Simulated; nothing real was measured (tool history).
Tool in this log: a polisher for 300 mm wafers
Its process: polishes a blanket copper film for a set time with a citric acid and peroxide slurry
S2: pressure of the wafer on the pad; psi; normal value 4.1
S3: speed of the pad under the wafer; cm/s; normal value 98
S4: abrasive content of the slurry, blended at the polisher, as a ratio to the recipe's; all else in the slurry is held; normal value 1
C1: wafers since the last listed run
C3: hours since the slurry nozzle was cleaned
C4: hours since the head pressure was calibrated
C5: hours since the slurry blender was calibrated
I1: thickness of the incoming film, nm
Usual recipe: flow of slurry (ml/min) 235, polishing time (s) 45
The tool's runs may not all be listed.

{"run": 1, "day": 0.0, "flow of slurry (ml/min)": 235, "S2": 4.1, "S3": 98, "S4": 1, "polishing time (s)": 45, "C1": 0, "wafers polished on this pad": 1009, "C3": 34.7, "C4": 7.4, "C5": 198.9, "I1": 1236.2, "film removed (angstrom)": 1124}
{"run": 2, "day": 0.946, "flow of slurry (ml/min)": 235, "S2": 4.1, "S3": 98, "S4": 1, "polishing time (s)": 45, "C1": 245, "wafers polished on this pad": 1254, "C3": 57.4, "C4": 30.1, "C5": 221.6, "I1": 1245.8, "film removed (angstrom)": 1111}
{"day": 1.421, "done": "worn pad replaced by a new one"}
{"run": 3, "day": 2.15, "flow of slurry (ml/min)": 295, "S2": 4.1, "S3": 98, "S4": 1, "polishing time (s)": 45, "C1": 268, "wafers polished on this pad": 189, "C3": 86.3, "C4": 59, "C5": 250.5, "I1": 1246.3, "film removed (angstrom)": 1131}
{"run": 4, "day": 3.396, "flow of slurry (ml/min)": 235, "S2": 4.1, "S3": 98, "S4": 1, "polishing time (s)": 45, "C1": 322, "wafers polished on this pad": 511, "C3": 116.2, "C4": 88.9, "C5": 280.4, "I1": 1265.3, "film removed (angstrom)": 1077}
{"day": 4.283, "done": "slurry blender recalibrated"}
{"day": 6.383, "done": "worn pad replaced by a new one"}
{"run": 5, "day": 7.762, "flow of slurry (ml/min)": 235, "S2": 4.1, "S3": 98, "S4": 1, "polishing time (s)": 45, "C1": 1066, "wafers polished on this pad": 357, "C3": 221, "C4": 193.7, "C5": 83.5, "I1": 1234.9, "film removed (angstrom)": 1078}
{"run": 6, "day": 8.267, "flow of slurry (ml/min)": 235, "S2": 4.1, "S3": 98, "S4": 1, "polishing time (s)": 33, "C1": 130, "wafers polished on this pad": 488, "C3": 233.1, "C4": 205.8, "C5": 95.6, "I1": 1243.5, "film removed (angstrom)": 783}
{"run": 7, "day": 9.338, "flow of slurry (ml/min)": 235, "S2": 4.1, "S3": 98, "S4": 1, "polishing time (s)": 45, "C1": 277, "wafers polished on this pad": 765, "C3": 258.8, "C4": 231.5, "C5": 121.3, "I1": 1262.1, "film removed (angstrom)": 1065}
{"day": 10.354, "done": "slurry nozzle cleaned"}
{"run": 8, "day": 10.496, "flow of slurry (ml/min)": 235, "S2": 4.1, "S3": 98, "S4": 1.1, "polishing time (s)": 45, "C1": 289, "wafers polished on this pad": 1055, "C3": 3.4, "C4": 259.3, "C5": 149.1, "I1": 1247.6, "film removed (angstrom)": 1148}
{"day": 11.288, "done": "worn pad replaced by a new one"}
{"run": 9, "day": 11.95, "flow of slurry (ml/min)": 235, "S2": 4.1, "S3": 98, "S4": 1.1, "polishing time (s)": 45, "C1": 333, "wafers polished on this pad": 171, "C3": 38.3, "C4": 294.2, "C5": 184, "I1": 1243.6, "film removed (angstrom)": 1158}
{"run": 10, "day": 13.129, "flow of slurry (ml/min)": 235, "S2": 4.1, "S3": 122, "S4": 1, "polishing time (s)": 54, "C1": 305, "wafers polished on this pad": 477, "C3": 66.6, "C4": 322.5, "C5": 212.3, "I1": 1257.4, "film removed (angstrom)": 1636}
{"run": 11, "day": 13.762, "flow of slurry (ml/min)": 205, "S2": 4.1, "S3": 98, "S4": 0.75, "polishing time (s)": 45, "C1": 164, "wafers polished on this pad": 641, "C3": 81.8, "C4": 337.7, "C5": 227.5, "I1": 1253.5, "film removed (angstrom)": 1018}
{"run": 12, "day": 15.212, "flow of slurry (ml/min)": 235, "S2": 4.7, "S3": 108, "S4": 0.85, "polishing time (s)": 51, "C1": 375, "wafers polished on this pad": 1017, "C3": 116.6, "C4": 372.5, "C5": 262.3, "I1": 1248.5, "film removed (angstrom)": 1476}
{"day": 15.404, "done": "head pressure recalibrated"}
{"day": 16.017, "done": "worn pad replaced by a new one"}
{"day": 16.108, "done": "slurry blender recalibrated"}
{"run": 13, "day": 16.642, "flow of slurry (ml/min)": 235, "S2": 4.1, "S3": 98, "S4": 0.8, "polishing time (s)": 59, "C1": 284, "wafers polished on this pad": 140, "C3": 150.9, "C4": 29.7, "C5": 12.8, "I1": 1250.5, "film removed (angstrom)": 1365}
{"run": 14, "day": 17.188, "flow of slurry (ml/min)": 235, "S2": 4.1, "S3": 98, "S4": 1.1, "polishing time (s)": 45, "C1": 141, "wafers polished on this pad": 281, "C3": 164, "C4": 42.8, "C5": 25.9, "I1": 1271, "film removed (angstrom)": 1094}
{"run": 15, "day": 18.662, "flow of slurry (ml/min)": 235, "S2": 4.1, "S3": 98, "S4": 1.1, "polishing time (s)": 38, "C1": 382, "wafers polished on this pad": 664, "C3": 199.4, "C4": 78.2, "C5": 61.3, "I1": 1251.4, "film removed (angstrom)": 898}
{"run": 16, "day": 20.104, "flow of slurry (ml/min)": 275, "S2": 3.6, "S3": 98, "S4": 1.3, "polishing time (s)": 56, "C1": 373, "wafers polished on this pad": 1037, "C3": 234, "C4": 112.8, "C5": 95.9, "I1": 1265.9, "film removed (angstrom)": 1245}
{"day": 20.288, "done": "worn pad replaced by a new one"}
{"day": 21.4, "done": "slurry nozzle cleaned"}
{"run": 17, "day": 21.583, "flow of slurry (ml/min)": 235, "S2": 4.1, "S3": 98, "S4": 1, "polishing time (s)": 45, "C1": 329, "wafers polished on this pad": 324, "C3": 4.4, "C4": 148.3, "C5": 131.4, "I1": 1240.1, "film removed (angstrom)": 1126}
{"run": 18, "day": 22.992, "flow of slurry (ml/min)": 205, "S2": 4.1, "S3": 98, "S4": 0.75, "polishing time (s)": 45, "C1": 364, "wafers polished on this pad": 689, "C3": 38.2, "C4": 182.1, "C5": 165.2, "I1": 1262.2, "film removed (angstrom)": 1043}

Run 19 is up next; what results do you expect?
{"run": 19, "day": 24.188, "flow of slurry (ml/min)": 235, "S2": 4.1, "S3": 98, "S4": 1, "polishing time (s)": 45, "C1": 309, "wafers polished on this pad": 999, "C3": 66.9, "C4": 210.8, "C5": 193.9, "I1": 1247.8, "film removed (angstrom)": "?"}

{"run 19": {"film removed (angstrom)": 1086}}
With no hidden state in the tool, this same run would have given film removed (angstrom) 1124.
